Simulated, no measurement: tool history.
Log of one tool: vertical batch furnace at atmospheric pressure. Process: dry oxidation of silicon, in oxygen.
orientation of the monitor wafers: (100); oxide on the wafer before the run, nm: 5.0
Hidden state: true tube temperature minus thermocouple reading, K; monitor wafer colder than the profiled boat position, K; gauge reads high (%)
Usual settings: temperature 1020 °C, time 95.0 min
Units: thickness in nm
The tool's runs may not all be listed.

run	hour	temperature	time	wafers since the last listed run	hours since the last temperature calibration	hours since the boat lift was adjusted	hours since the gauge calibration	read-back reference wafer on the same gauge, thickness	thickness
1	0.0	1020	95.0	0	227.6	2503.6	723.4	61.76	69.18
2	88.3	1040	121.0	1243	315.9	2591.9	811.7	61.70	97.40
3	157.0	1020	95.0	967	384.6	2660.6	880.4	61.71	69.74
4	237.6	1020	95.0	1135	465.2	2741.2	961.0	61.77	69.49
5	277.4	1020	95.0	560	505.0	2781.0	1000.8	61.73	69.67
6	331.9	1020	114.0	767	559.5	2835.5	1055.3	61.73	78.49
7	432.7	1020	114.0	1419	660.3	2936.3	1156.1	61.70	78.42
8	501.0	1020	114.0	961	728.6	3004.6	1224.4	61.67	78.69
9	598.2	1020	95.0	1368	825.8	3101.8	1321.6	61.72	69.46
10	640.6	1020	95.0	597	868.2	3144.2	1364.0	61.75	69.29
11	678.3	1020	95.0	530	905.9	3181.9	1401.7	61.66	69.46
12	738.7	1020	95.0	850	966.3	3242.3	1462.1	61.70	69.56
13	832.4	1014	95.0	1319	1060.0	3336.0	1555.8	61.71	66.18
14	909.7	1038	68.5	1088	1137.3	3413.3	1633.1	61.66	66.03
# hour 987.9: gauge calibrated
15	1014.0	1038	68.5	1468	1241.6	3517.6	26.1	61.73	66.17
16	1077.0	1020	69.0	887	1304.6	3580.6	89.1	61.69	56.76
17	1162.2	1020	69.0	1199	1389.8	3665.8	174.3	61.74	56.78
18	1237.7	1020	69.0	1063	1465.3	3741.3	249.8	61.68	56.60
19	1281.5	1044	122.0	616	1509.1	3785.1	293.6	61.73	102.30
20	1344.5	1020	95.0	887	1572.1	3848.1	356.6	61.77	70.04
21	1444.7	1020	95.0	1411	1672.3	3948.3	456.8	61.71	70.79
22	1549.8	1044	50.0	1480	1777.4	4053.4	561.9	61.71	57.80
# hour 1598.3: thermocouples replaced and temperature profile calibrated
23	1602.8	1020	95.0	408	4.5	4106.4	614.9	61.77	68.83
24	1659.7	1036	95.0	801	61.4	4163.3	671.8	61.76	79.48
25	1709.6	1020	69.0	702	111.3	4213.2	721.7	61.72	55.66
# hour 1745.9: boat lift adjusted
26	1768.5	1020	95.0	491	170.2	22.6	780.6	61.69	71.79
27	1852.7	996	118.5	1185	254.4	106.8	864.8	61.75	66.21
28	1897.1	1010	130.5	625	298.8	151.2	909.2	61.66	80.56
29	1956.3	1020	95.0	833	358.0	210.4	968.4	61.68	71.65
30	2053.3	1007	118.0	1366	455.0	307.4	1065.4	61.71	72.91
31	2135.2	1020	95.0	1153	536.9	389.3	1147.3	61.70	71.34
32	2191.4	997	119.5	791	593.1	445.5	1203.5	61.69	67.23
33	2231.6	997	49.0	566	633.3	485.7	1243.7	61.67	37.38
34	2280.0	1028	123.5	681	681.7	534.1	1292.1	61.73	90.73
35	2325.7	1027	125.5	643	727.4	579.8	1337.8	61.68	91.26
36	2384.8	1020	95.0	832	786.5	638.9	1396.9	61.72	71.45
37	2673.6	1002	119.0	4067	1075.3	927.7	1685.7	61.69	69.72

Forecast each of these 3 alternatives for the next run:
A	2679.4	1020	95.0	81	1081.1	933.5	1691.5	?	?
B	2679.4	1020	77.0	81	1081.1	933.5	1691.5	?	?
C	2679.4	998	125.5	81	1081.1	933.5	1691.5	?	?

run	read-back reference wafer on the same gauge, thickness	thickness
A	61.69	71.06
B	61.69	61.86
C	61.69	69.81
Without the tool's hidden state the same runs would have given:
run	thickness
A	71.74
B	62.45
C	70.51
